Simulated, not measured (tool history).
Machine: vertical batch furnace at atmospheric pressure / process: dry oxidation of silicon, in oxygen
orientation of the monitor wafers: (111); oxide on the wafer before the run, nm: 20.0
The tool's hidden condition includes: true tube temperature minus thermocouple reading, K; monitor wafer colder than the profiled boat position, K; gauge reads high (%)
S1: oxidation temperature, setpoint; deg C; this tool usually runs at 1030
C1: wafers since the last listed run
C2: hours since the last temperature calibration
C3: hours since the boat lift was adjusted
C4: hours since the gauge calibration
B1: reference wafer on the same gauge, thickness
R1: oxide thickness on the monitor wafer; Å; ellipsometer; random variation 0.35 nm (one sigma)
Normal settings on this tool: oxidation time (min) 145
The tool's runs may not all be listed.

Run 1, hour 0: usual settings but S1 1046 deg C, oxidation time (min) 103.5; C1 0; C2 1671.3; C3 4248.4; C4 700.9; B1 110.9. Result: R1 1224.8 Å.
Run 2, hour 54.6: usual settings but S1 1046 deg C, oxidation time (min) 103.5; C1 581; C2 1725.9; C3 4303; C4 755.5; B1 110.94. Result: R1 1222.6 Å.
Run 3, hour 87.3: usual settings but S1 1042 deg C, oxidation time (min) 180; C1 348; C2 1758.6; C3 4335.7; C4 788.2; B1 110.84. Result: R1 1654.6 Å.
Run 4, hour 151.2: usual settings but S1 1042 deg C, oxidation time (min) 180; C1 680; C2 1822.5; C3 4399.6; C4 852.1; B1 111.11. Result: R1 1648 Å.
Run 5, hour 186.4: usual settings but S1 1042 deg C, oxidation time (min) 180; C1 374; C2 1857.7; C3 4434.8; C4 887.3; B1 111.02. Result: R1 1659.8 Å.
At hour 333.9: gauge calibrated.
At hour 378.1: boat lift adjusted.
Run 6, hour 396.4: usual settings; C1 1980; C2 2067.7; C3 18.3; C4 62.5; B1 110.93. Result: R1 1377.4 Å.
Run 7, hour 428.7: usual settings; C1 343; C2 2100; C3 50.6; C4 94.8; B1 111.1. Result: R1 1373.5 Å.
Run 8, hour 478.3: usual settings; C1 528; C2 2149.6; C3 100.2; C4 144.4; B1 110.91. Result: R1 1383.3 Å.
At hour 550.1: thermocouples replaced and temperature profile calibrated.
Run 9, hour 550.6: usual settings; C1 514; C2 0.5; C3 172.5; C4 216.7; B1 111.03. Result: R1 1351.1 Å.
Run 10, hour 587.6: usual settings; C1 393; C2 37.5; C3 209.5; C4 253.7; B1 111.14. Result: R1 1342.6 Å.
Run 11, hour 654.2: usual settings; C1 709; C2 104.1; C3 276.1; C4 320.3; B1 110.86. Result: R1 1349 Å.
Run 12, hour 679.5: usual settings but S1 1024 deg C, oxidation time (min) 172.5; C1 269; C2 129.4; C3 301.4; C4 345.6; B1 111.01. Result: R1 1443.9 Å.
Run 13, hour 706.6: usual settings but S1 1022 deg C; C1 288; C2 156.5; C3 328.5; C4 372.7; B1 111.09. Result: R1 1284 Å.
Run 14, hour 751.9: usual settings but S1 1015 deg C, oxidation time (min) 178; C1 482; C2 201.8; C3 373.8; C4 418; B1 111.12. Result: R1 1388.6 Å.
Run 15, hour 781.4: usual settings but S1 1041 deg C, oxidation time (min) 114.5; C1 314; C2 231.3; C3 403.3; C4 447.5; B1 110.88. Result: R1 1251 Å.
Run 16, hour 843.7: usual settings; C1 663; C2 293.6; C3 465.6; C4 509.8; B1 110.96. Result: R1 1346.4 Å.
Run 17, hour 900.6: usual settings but S1 1022 deg C; C1 605; C2 350.5; C3 522.5; C4 566.7; B1 111.18. Result: R1 1285.6 Å.
Run 18, hour 961.5: usual settings but oxidation time (min) 104; C1 648; C2 411.4; C3 583.4; C4 627.6; B1 110.91. Result: R1 1112.9 Å.
Run 19, hour 1017.8: usual settings but S1 1023 deg C, oxidation time (min) 85; C1 599; C2 467.7; C3 639.7; C4 683.9; B1 110.98. Result: R1 950.6 Å.
Run 20, hour 1075.3: usual settings but S1 1017 deg C, oxidation time (min) 118; C1 612; C2 525.2; C3 697.2; C4 741.4; B1 110.88. Result: R1 1108.7 Å.

Predict each of these 5 candidate next runs independently; none follows another, all start after run 20:
Run A, hour 1081: usual settings; C1 60; C2 530.9; C3 702.9; C4 747.1; B1 ?. Result: R1 ?.
Run B, hour 1081: usual settings but S1 1013 deg C, oxidation time (min) 127; C1 60; C2 530.9; C3 702.9; C4 747.1; B1 ?. Result: R1 ?.
Run C, hour 1081: usual settings but S1 1037 deg C, oxidation time (min) 114.5; C1 60; C2 530.9; C3 702.9; C4 747.1; B1 ?. Result: R1 ?.
Run D, hour 1081: usual settings but S1 1013 deg C, oxidation time (min) 73.5; C1 60; C2 530.9; C3 702.9; C4 747.1; B1 ?. Result: R1 ?.
Run E, hour 1081: usual settings but S1 1046 deg C, oxidation time (min) 195.5; C1 60; C2 530.9; C3 702.9; C4 747.1; B1 ?. Result: R1 ?.

run      B1      R1
  A  111.06  1356.4
  B  111.06    1137
  C  111.06    1228
  D  111.06   826.7
  E  111.06  1757.1
The same runs, with their run-to-run variation unchanged, on a tool lacking any hidden condition would have given:
run      R1
  A  1345.2
  B  1126.3
  C  1218.1
  D   818.9
  E  1743.2

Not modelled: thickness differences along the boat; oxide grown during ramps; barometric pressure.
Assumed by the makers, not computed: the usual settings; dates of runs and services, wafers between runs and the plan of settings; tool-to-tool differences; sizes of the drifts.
